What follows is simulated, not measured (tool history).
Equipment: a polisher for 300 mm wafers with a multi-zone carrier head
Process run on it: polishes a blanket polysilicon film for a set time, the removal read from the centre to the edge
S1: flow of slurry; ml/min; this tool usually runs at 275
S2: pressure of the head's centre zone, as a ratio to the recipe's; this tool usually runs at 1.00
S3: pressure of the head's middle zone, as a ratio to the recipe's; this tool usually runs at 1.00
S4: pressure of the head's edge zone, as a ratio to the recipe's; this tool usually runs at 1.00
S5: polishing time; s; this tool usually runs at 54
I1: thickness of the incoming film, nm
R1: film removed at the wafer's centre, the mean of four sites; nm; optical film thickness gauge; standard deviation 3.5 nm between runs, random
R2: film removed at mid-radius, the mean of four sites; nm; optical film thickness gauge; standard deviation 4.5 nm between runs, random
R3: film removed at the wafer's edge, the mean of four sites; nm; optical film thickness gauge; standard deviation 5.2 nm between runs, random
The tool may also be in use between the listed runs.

run	day	S1	S2	S3	S4	S5	I1	R1	R2	R3
1	0.000	275	1.00	1.00	1.00	54	2310.7	327.7	337.5	325.3
# day 1.046: slurry nozzle cleaned
# day 1.483: worn pad replaced by a new one
2	2.583	275	1.00	1.00	1.00	54	2321.3	356.5	350.9	356.3
3	5.217	275	1.00	1.00	1.00	54	2266.8	356.4	353.6	340.9
4	7.675	275	1.00	1.09	1.00	54	2319.9	353.4	363.2	333.9
5	9.546	275	1.00	1.09	1.00	54	2325.9	342.6	361.0	319.9
# day 10.362: worn pad replaced by a new one
6	11.075	275	1.00	1.09	1.00	54	2278.0	365.8	373.6	348.5
# day 12.192: slurry nozzle cleaned
7	13.654	275	1.00	1.00	1.00	54	2332.5	360.7	354.6	353.0
8	16.129	275	1.00	1.00	1.00	54	2247.0	353.6	344.6	342.3
# day 17.112: edge zone pressure recalibrated
9	18.617	275	1.00	1.00	1.00	54	2290.7	342.3	330.4	329.8
10	19.679	275	1.00	1.00	1.00	54	2299.9	332.4	329.9	324.6
# day 20.604: worn pad replaced by a new one
11	21.021	250	1.11	1.00	1.00	64	2289.0	463.6	413.9	415.9
12	22.892	275	1.00	1.00	1.07	44	2306.2	288.0	282.3	297.8
# day 23.188: carrier head's membrane replaced by a new one
# day 23.821: slurry nozzle cleaned
# day 24.046: centre zone pressure recalibrated
13	24.200	310	0.90	0.97	1.00	71	2315.7	436.7	451.8	460.7
14	25.275	200	1.00	1.00	1.00	65	2287.1	411.7	412.5	414.1
15	27.358	225	1.06	1.00	0.97	46	2295.7	301.5	291.0	277.3
# day 28.988: worn pad replaced by a new one
16	32.017	275	1.00	1.09	1.00	63	2273.1	417.9	438.4	411.9
17	34.046	345	1.04	1.00	1.00	42	2303.1	288.0	274.8	265.8
# day 34.796: slurry nozzle cleaned
18	36.171	275	1.00	1.00	1.00	54	2303.4	346.5	335.1	338.8
# day 38.025: worn pad replaced by a new one
19	38.046	275	1.00	1.00	1.00	54	2297.0	354.8	357.9	349.5
20	39.096	275	1.00	0.89	1.00	54	2292.4	358.3	325.1	354.1
21	41.925	275	0.90	0.90	0.89	42	2286.6	249.0	256.9	256.2
22	43.933	275	1.00	1.00	1.05	54	2252.1	347.2	338.2	342.1

Exercise: give the hidden state of the tool at every run:
slurry flow missing at the pad, %: 0 at every run
deviation of the centre zone's pressure from its setpoint, %: 0 at every run
deviation of the edge zone's pressure from its setpoint, %: 0 at every run
H1: removal rate lost through wear of the pad, %
run	H1
1	6.97
2	0.328
3	1.36
4	3.35
5	5.52
6	0.077
7	0.918
8	2.74
9	5.58
10	7.1
11	0.153
12	0.565
13	1.19
14	1.92
15	3.85
16	1.02
17	2.35
18	4.47
19	0.558
20	0.651
21	1.8
22	3.4
